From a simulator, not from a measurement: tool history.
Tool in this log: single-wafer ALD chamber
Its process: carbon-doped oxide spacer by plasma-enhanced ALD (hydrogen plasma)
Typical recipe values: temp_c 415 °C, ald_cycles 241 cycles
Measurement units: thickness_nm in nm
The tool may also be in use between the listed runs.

run	hour	temp_c	ald_cycles	read-back reference wafer on the same gauge, thickness_nm	thickness_nm
1	0	421	254	15.252	13.243
2	10.7	415	241	15.266	12.786
3	27.5	415	241	15.276	12.826
4	40.6	415	241	15.283	12.791
5	53.5	411	241	15.289	12.961
6	65.9	411	241	15.293	12.964
7	83.2	415	264	15.304	14.059
8	96.5	412	222	15.321	11.887
9	108.5	412	222	15.321	11.931
10	121.8	412	222	15.322	11.92
11	138.1	415	241	15.328	12.912
12	148.6	421	228	15.343	11.952
13	156.9	421	228	15.342	12.009
14	171.2	419	241	15.371	12.784
15	181.3	419	241	15.368	12.752
16	199.1	415	241	15.373	12.924
17	212.1	415	217	15.384	11.602
# hour 217.4: gauge calibrated
18	227	415	217	15.232	11.523
19	235.1	415	217	15.238	11.56
20	241.1	422	262	15.244	13.621
21	250.4	415	212	15.264	11.222
22	268.2	415	212	15.279	11.27
# hour 289.1: thermocouple changed; heater temperature recalibrated
23	289.6	420	276	15.279	14.522
24	290.2	415	222	15.291	11.792
25	304.6	402	207	15.276	11.445
26	315.7	415	241	15.291	12.836
27	330.5	426	214	15.294	11.047
28	343.3	422	197	15.329	10.324
29	349.4	409	257	15.308	13.904
30	364.8	403	217	15.338	11.972
31	378.4	405	263	15.331	14.486
32	384.8	421	277	15.331	14.579
33	398.2	415	241	15.357	12.848
34	406.4	415	209	15.359	11.144
35	413.2	404	210	15.351	11.605
36	421.1	402	193	15.345	10.685
37	435.4	415	241	15.369	12.938
38	443	415	208	15.375	11.13
39	449.2	426	241	15.379	12.52
40	456.5	420	196	15.387	10.34
41	464.6	415	241	15.391	12.902
42	481	428	227	15.404	11.758
43	498.5	421	225	15.4	11.857
44	516.4	400	193	15.429	10.837
45	567.4	415	241	15.443	12.984

3 options for the next run, each taken on its own from the tool as it stands now. Forecast them:
A	568.2	415	241	?	?
B	568.2	423	227	?	?
C	568.2	424	225	?	?

run	read-back reference wafer on the same gauge, thickness_nm	thickness_nm
A	15.448	12.938
B	15.448	11.917
C	15.448	11.779
Had the tool no hidden state, the same runs would have come out as:
run	thickness_nm
A	12.729
B	11.724
C	11.588
